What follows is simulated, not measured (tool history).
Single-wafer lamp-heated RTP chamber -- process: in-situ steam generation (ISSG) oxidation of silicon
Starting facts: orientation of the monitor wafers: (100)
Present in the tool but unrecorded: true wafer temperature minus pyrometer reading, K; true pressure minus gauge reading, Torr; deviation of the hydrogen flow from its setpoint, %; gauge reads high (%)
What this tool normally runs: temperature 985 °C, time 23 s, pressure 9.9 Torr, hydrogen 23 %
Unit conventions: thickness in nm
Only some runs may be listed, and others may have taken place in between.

run,hour,temperature,time,pressure,hydrogen,wafers since the last listed run,wafers since the last pyrometer calibration,hours since the pressure gauge was zeroed,hours since the hydrogen flow controller was replaced,hours since the gauge calibration,"read-back reference wafer on the same gauge, thickness",thickness
1,0,985,23,9.9,23,0,2950,1563.9,4595.3,368.6,5.884,5.512
2,45,985,23,9.9,23,286,3236,1608.9,4640.3,413.6,5.879,5.503
3,105.6,985,23,9.9,27,385,3622,1669.5,4700.9,474.2,5.887,5.708
4,152,985,27,9.9,23,295,3918,1715.9,4747.3,520.6,5.901,5.944
5,193,985,27,9.9,23,261,4179,1756.9,4788.3,561.6,5.904,5.887
6,251.6,985,23,10.2,27,373,4552,1815.5,4846.9,620.2,5.906,5.66
7,310.2,985,23,10.2,27,373,4926,1874.1,4905.5,678.8,5.917,5.658
8,379.6,985,23,10.2,27,442,5368,1943.5,4974.9,748.2,5.924,5.693
9,444.1,985,23,9.9,23,410,5778,2008,5039.4,812.7,5.933,5.509
10,591.2,985,23,9.9,23,936,6715,2155.1,5186.5,959.8,5.971,5.56
11,637,985,23,9.9,23,291,7007,2200.9,5232.3,1005.6,5.978,5.596
12,677.2,985,23,9.9,23,256,7263,2241.1,5272.5,1045.8,5.984,5.589
13,718.6,985,23,9.9,23,263,7527,2282.5,5313.9,1087.2,6.006,5.579
14,745.6,985,23,9.9,23,171,7699,2309.5,5340.9,1114.2,6.008,5.601
# hour 777.6: gauge calibrated
15,802.4,974,15,10.2,32,361,8061,2366.3,5397.7,24.8,5.838,4.643
# hour 832.8: pyrometer window cleaned and pyrometer calibrated
16,835.8,985,23,9.9,23,161,19,2399.7,5431.1,58.2,5.835,5.403
17,876.1,997,27,9.9,23,256,275,2440,5471.4,98.5,5.836,6.177
18,902.9,1004,23,10.2,23,170,446,2466.8,5498.2,125.3,5.838,5.787
19,974.6,985,18,8.6,23,456,903,2538.5,5569.9,197,5.848,4.955
20,1027.7,985,23,9.9,23,338,1241,2591.6,5623,250.1,5.842,5.481
21,1079.3,985,23,9.9,28,328,1570,2643.2,5674.6,301.7,5.849,5.648
22,1133.6,985,23,9.9,23,345,1915,2697.5,5728.9,356,5.856,5.513
# hour 1142.2: hydrogen flow controller replaced
# hour 1237.6: pressure gauge zeroed
23,1331.2,985,18,8.6,23,1156,3072,93.6,189,553.6,5.864,5.008
24,1397.9,997,25,10.2,32,424,3497,160.3,255.7,620.3,5.872,6.396
25,1449.3,985,20,9.9,19,327,3824,211.7,307.1,671.7,5.885,4.926
26,1510,972,30,9.9,27,386,4211,272.4,367.8,732.4,5.897,6.156
27,1559.2,977,26,10.2,32,313,4524,321.6,417,781.6,5.905,6
28,1617.4,992,23,9.9,23,370,4895,379.8,475.2,839.8,5.918,5.648
29,1678.8,980,23,10.2,23,391,5286,441.2,536.6,901.2,5.921,5.408

Describe how what the log doesn't record of the tool's condition differs between the last listed run preceding each entry between runs and the first listed run following it.
After run 14, before run 15: gauge calibrated (hour 777.6)
  gauge reads high (%): 2.69 -> -0.266
  measured result minus the result with no hidden state, thickness: +0.147 -> -0.012 nm
After run 15, before run 16: pyrometer window cleaned and pyrometer calibrated (hour 832.8)
  gauge reads high (%): -0.266 -> -0.261
  measured result minus the result with no hidden state, thickness: -0.012 -> -0.014 nm
After run 22, before run 23: hydrogen flow controller replaced (hour 1142.2); pressure gauge zeroed (hour 1237.6)
  gauge reads high (%): -0.0177 -> 0.336
  measured result minus the result with no hidden state, thickness: -0.001 -> +0.017 nm
